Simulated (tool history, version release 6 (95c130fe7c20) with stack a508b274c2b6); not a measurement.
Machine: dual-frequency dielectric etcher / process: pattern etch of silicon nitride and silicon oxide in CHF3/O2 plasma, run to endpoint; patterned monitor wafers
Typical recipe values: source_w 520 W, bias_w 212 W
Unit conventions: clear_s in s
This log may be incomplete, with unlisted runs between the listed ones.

run    hour  source_w  bias_w  wafers since the last listed run  hours since the last wet clean  hours since the last source power generator calibration  hours since the last bias power generator calibration  hours since the last upper electrode change  incoming incoming film thickness, nm  clear_s
  1     0.0       520     177                                 0                           329.2                                                   1664.2                                                  985.1                                       4034.9                                 193.7    142.9
  2    44.5       520     177                               241                           373.7                                                   1708.7                                                 1029.6                                       4079.4                                 192.4    139.9
  3   121.6       520     197                               418                           450.8                                                   1785.8                                                 1106.7                                       4156.5                                 194.1    137.8
      210.5  -- wet clean of the chamber
  4   211.0       520     197                               354                             0.5                                                   1875.2                                                 1196.1                                       4245.9                                 193.9    137.3
  5   284.7       520     197                               399                            74.2                                                   1948.9                                                 1269.8                                       4319.6                                 195.3    138.8
  6   390.4       520     212                               573                           179.9                                                   2054.6                                                 1375.5                                       4425.3                                 194.0    134.8
  7   454.3       520     212                               346                           243.8                                                   2118.5                                                 1439.4                                       4489.2                                 193.5    134.1
  8   521.3       520     212                               363                           310.8                                                   2185.5                                                 1506.4                                       4556.2                                 192.7    133.5
      535.9  -- source power generator calibrated
      573.5  -- bias power generator calibrated
  9   739.7       620     191                              1141                           529.2                                                    203.8                                                  166.2                                       4774.6                                 193.5    130.4
      803.9  -- wet clean of the chamber
 10   804.4       590     262                               220                             0.5                                                    268.5                                                  230.9                                       4839.3                                 193.5    119.5
 11   878.1       450     212                               399                            74.2                                                    342.2                                                  304.6                                       4913.0                                 194.4    139.5
 12   937.7       520     212                               323                           133.8                                                    401.8                                                  364.2                                       4972.6                                 192.3    133.3
     1000.5  -- upper electrode replaced
 13  1001.0       580     164                               213                           197.1                                                    465.1                                                  427.5                                          0.5                                 193.3    140.9
 14  1064.8       450     174                               346                           260.9                                                    528.9                                                  491.3                                         64.3                                 193.4    148.3
 15  1101.9       520     212                               201                           298.0                                                    566.0                                                  528.4                                        101.4                                 191.4    131.8
 16  1182.6       410     250                               437                           378.7                                                    646.7                                                  609.1                                        182.1                                 191.7    133.0
 17  1267.8       590     212                               462                           463.9                                                    731.9                                                  694.3                                        267.3                                 191.8    127.1

What was the tool's hidden state at every run in the log?
etch rate over this chamber's usual, %: 0, the same for each run
source power that arrives over what is set, %: 0, the same for each run
bias power that arrives over what is set, %: 0, the same for each run
